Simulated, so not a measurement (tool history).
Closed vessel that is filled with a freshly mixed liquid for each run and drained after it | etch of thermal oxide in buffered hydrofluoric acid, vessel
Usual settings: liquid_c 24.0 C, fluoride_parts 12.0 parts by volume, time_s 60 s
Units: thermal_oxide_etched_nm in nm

run     day  liquid_c  fluoride_parts  time_s  read-back film thickness of the thermal oxide reference wafer, read on the same gauge (nm)  thermal_oxide_etched_nm
  1   0.000      24.0            12.0      60                                                                                       50.01                    53.46
  2   1.021      24.0            12.0      60                                                                                       50.00                    53.25
  3   2.108      24.0            12.0      70                                                                                       49.98                    61.93
  4   3.238      24.0            12.0      60                                                                                       49.98                    53.01
  5   4.279      24.0            12.0      60                                                                                       50.00                    53.20
  6   4.800      24.0            12.0      60                                                                                       50.00                    53.32
  7   6.075      24.0             9.5      60                                                                                       49.99                    66.80
  8   6.808      24.0             9.5      60                                                                                       49.99                    66.60
  9   8.042      24.0            12.0      60                                                                                       49.99                    53.12
      8.142  -- thermometer replaced
 10  11.217      24.0            12.0      60                                                                                       49.98                    52.91
     11.554  -- hydrofluoric acid flow meter replaced
 11  12.583      24.0            12.0      60                                                                                       49.99                    55.50
     13.679  -- gauge calibrated
 12  13.971      24.0            10.5      80                                                                                       50.06                    84.02
 13  14.738      24.0            12.0      60                                                                                       49.99                    55.56
 14  15.254      24.0            17.0      60                                                                                       49.98                    39.16
 15  16.617      19.0            16.0      70                                                                                       50.02                    36.75
 16  17.150      24.0            12.0      60                                                                                       49.97                    55.30
 17  18.488      24.0            12.0      30                                                                                       49.94                    27.60
 18  19.317      24.0            12.0      60                                                                                       50.00                    55.46
 19  20.517      24.0            12.0      60                                                                                       49.98                    55.29
 20  21.929      27.0            13.5      60                                                                                       50.01                    57.62
 21  22.546      21.0            16.0      60                                                                                       50.03                    35.18
 22  23.062      24.0            12.0      60                                                                                       50.01                    55.42
 23  24.071      19.0            12.0      60                                                                                       49.98                    41.53

Hidden state or all else? Some run-to-run changes of thermal_oxide_etched_nm, split into what the settings, what came in and random variation would give without the hidden state, and what is left for the hidden state (with any gauge scatter that isn't in both results):
The hidden state here: liquid colder than its thermometer reads (K); hydrofluoric acid flow below the setpoint (%); gauge reads high (%).
Run 8 -> 9: fluoride_parts 9.5 -> 12.0. thermal_oxide_etched_nm -13.48 nm: hidden state -0.52, all else -12.96.
Run 10 -> 11: hydrofluoric acid flow meter replaced. thermal_oxide_etched_nm +2.59 nm: hidden state +2.36, all else +0.23.
Run 11 -> 12: fluoride_parts 12.0 -> 10.5, time_s 60 -> 80, gauge calibrated. thermal_oxide_etched_nm +28.52 nm: hidden state -0.18, all else +28.70.
Run 12 -> 13: fluoride_parts 10.5 -> 12.0, time_s 80 -> 60. thermal_oxide_etched_nm -28.46 nm: hidden state +0.11, all else -28.57.

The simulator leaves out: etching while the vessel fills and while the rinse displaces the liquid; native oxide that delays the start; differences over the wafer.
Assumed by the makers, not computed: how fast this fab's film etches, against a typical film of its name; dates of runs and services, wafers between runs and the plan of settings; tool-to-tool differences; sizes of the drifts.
